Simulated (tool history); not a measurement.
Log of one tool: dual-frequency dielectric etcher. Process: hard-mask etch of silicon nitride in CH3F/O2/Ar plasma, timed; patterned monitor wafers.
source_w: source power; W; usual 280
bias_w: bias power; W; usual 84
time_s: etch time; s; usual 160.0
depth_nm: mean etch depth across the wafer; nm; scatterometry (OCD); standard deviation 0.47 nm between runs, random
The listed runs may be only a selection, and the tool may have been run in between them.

| run | hour | source_w | bias_w | time_s | read-back reference wafer on the same gauge, depth_nm | depth_nm |
|---|---|---|---|---|---|---|
| 1 | 0.0 | 300 | 84 | 160.0 | 98.0 | 104.6 |
| 2 | 64.3 | 300 | 84 | 160.0 | 98.0 | 104.3 |
|  | 175.2 | wet clean of the chamber |
| 3 | 175.7 | 280 | 84 | 160.0 | 98.0 | 102.5 |
| 4 | 263.6 | 280 | 84 | 160.0 | 98.0 | 103.8 |
| 5 | 318.3 | 280 | 84 | 160.0 | 97.9 | 102.6 |
| 6 | 382.1 | 310 | 84 | 183.5 | 98.0 | 120.8 |
| 7 | 474.5 | 310 | 84 | 183.5 | 98.0 | 120.1 |
| 8 | 540.6 | 280 | 84 | 160.0 | 97.9 | 103.0 |
| 9 | 601.0 | 280 | 84 | 160.0 | 98.1 | 102.5 |
|  | 605.4 | source power generator calibrated |
| 10 | 669.7 | 280 | 84 | 160.0 | 98.0 | 103.3 |
| 11 | 724.2 | 220 | 96 | 117.0 | 98.0 | 75.6 |
| 12 | 816.3 | 280 | 84 | 160.0 | 98.0 | 102.7 |
| 13 | 884.1 | 250 | 94 | 200.5 | 98.0 | 132.6 |
|  | 911.3 | wet clean of the chamber |
| 14 | 950.5 | 250 | 103 | 143.0 | 97.9 | 97.6 |
| 15 | 1051.0 | 320 | 94 | 126.5 | 97.9 | 87.6 |
| 16 | 1101.7 | 280 | 84 | 160.0 | 98.1 | 102.5 |
| 17 | 1265.0 | 310 | 84 | 121.5 | 98.1 | 79.7 |
|  | 1270.0 | gauge calibrated |
| 18 | 1313.5 | 340 | 84 | 135.0 | 98.1 | 91.3 |
|  | 1480.6 | bias power generator calibrated |
|  | 1509.2 | upper electrode replaced |
|  | 1516.4 | wet clean of the chamber |
| 19 | 1516.9 | 280 | 84 | 117.0 | 98.0 | 75.3 |
| 20 | 1592.3 | 220 | 72 | 187.5 | 97.8 | 106.9 |
| 21 | 1634.1 | 280 | 84 | 139.0 | 98.1 | 89.7 |
| 22 | 1713.2 | 280 | 84 | 133.0 | 98.0 | 85.0 |
| 23 | 1819.0 | 280 | 84 | 123.0 | 98.1 | 78.6 |
| 24 | 1907.5 | 230 | 84 | 194.5 | 98.1 | 119.8 |
| 25 | 1951.3 | 280 | 64 | 204.0 | 98.1 | 117.1 |
| 26 | 2038.0 | 280 | 84 | 160.0 | 98.1 | 103.4 |
|  | 2121.8 | wet clean of the chamber |
|  | 2194.6 | source power generator calibrated |
| 27 | 2294.6 | 280 | 84 | 160.0 | 98.0 | 102.8 |
| 28 | 2336.3 | 280 | 63 | 203.5 | 97.9 | 116.3 |
| 29 | 2389.1 | 350 | 68 | 129.0 | 97.9 | 79.8 |

Predict each of these 5 candidate next runs independently; none follows another, all start after run 29:
| A | 2389.6 | 280 | 84 | 118.0 | ? | ? |
| B | 2389.6 | 280 | 99 | 160.0 | ? | ? |
| C | 2389.6 | 350 | 84 | 131.0 | ? | ? |
| D | 2389.6 | 280 | 67 | 160.0 | ? | ? |
| E | 2389.6 | 280 | 65 | 160.0 | ? | ? |

| run | read-back reference wafer on the same gauge, depth_nm | depth_nm |
|---|---|---|
| A | 97.9 | 76.1 |
| B | 97.9 | 110.5 |
| C | 97.9 | 89.1 |
| D | 97.9 | 93.9 |
| E | 97.9 | 92.8 |
Without the tool's hidden state the same runs would have given:
| run | depth_nm |
|---|---|
| A | 76.1 |
| B | 110.5 |
| C | 89.1 |
| D | 93.9 |
| E | 92.8 |
